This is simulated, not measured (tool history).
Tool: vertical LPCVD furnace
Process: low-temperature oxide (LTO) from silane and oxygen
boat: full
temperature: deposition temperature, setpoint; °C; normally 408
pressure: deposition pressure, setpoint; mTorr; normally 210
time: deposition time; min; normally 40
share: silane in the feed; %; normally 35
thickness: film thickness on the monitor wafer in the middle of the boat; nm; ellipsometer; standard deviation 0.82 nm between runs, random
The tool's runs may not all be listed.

| run | hour | temperature | pressure | time | share | read-back reference wafer on the same gauge, thickness | thickness |
|---|---|---|---|---|---|---|---|
| 1 | 0.0 | 408 | 230 | 40 | 31 | 360.16 | 294.54 |
| 2 | 38.9 | 408 | 230 | 40 | 31 | 359.98 | 293.78 |
| 3 | 64.2 | 408 | 225 | 40 | 35 | 359.96 | 339.59 |
|  | 82.9 | gauge calibrated |
| 4 | 109.4 | 408 | 225 | 40 | 35 | 359.96 | 340.12 |
|  | 142.8 | thermocouples replaced and temperature profile calibrated |
| 5 | 168.6 | 412 | 210 | 40 | 32 | 360.01 | 293.78 |
| 6 | 193.2 | 408 | 210 | 40 | 40 | 360.03 | 372.33 |
| 7 | 258.1 | 408 | 210 | 40 | 40 | 359.80 | 372.89 |
| 8 | 286.7 | 408 | 210 | 40 | 35 | 360.27 | 315.19 |
| 9 | 355.2 | 398 | 170 | 34 | 40 | 360.20 | 229.18 |
| 10 | 379.8 | 413 | 210 | 52 | 35 | 359.74 | 434.26 |
| 11 | 425.6 | 408 | 195 | 40 | 35 | 360.28 | 292.65 |
| 12 | 473.6 | 408 | 210 | 40 | 41 | 359.96 | 384.25 |
| 13 | 504.6 | 397 | 210 | 40 | 38 | 359.76 | 310.80 |
| 14 | 546.6 | 404 | 195 | 45 | 31 | 360.08 | 265.65 |
| 15 | 580.9 | 408 | 210 | 40 | 35 | 360.23 | 315.05 |

Run 16, settings as shown, results not yet in. Your forecast:
| 16 | 637.7 | 408 | 190 | 40 | 35 | ? | ? |

Run 16 measured read-back reference wafer on the same gauge, thickness 360.23, thickness 283.51 nm.
Minus the tool's unlogged condition, the same run would have read thickness 293.19 nm.

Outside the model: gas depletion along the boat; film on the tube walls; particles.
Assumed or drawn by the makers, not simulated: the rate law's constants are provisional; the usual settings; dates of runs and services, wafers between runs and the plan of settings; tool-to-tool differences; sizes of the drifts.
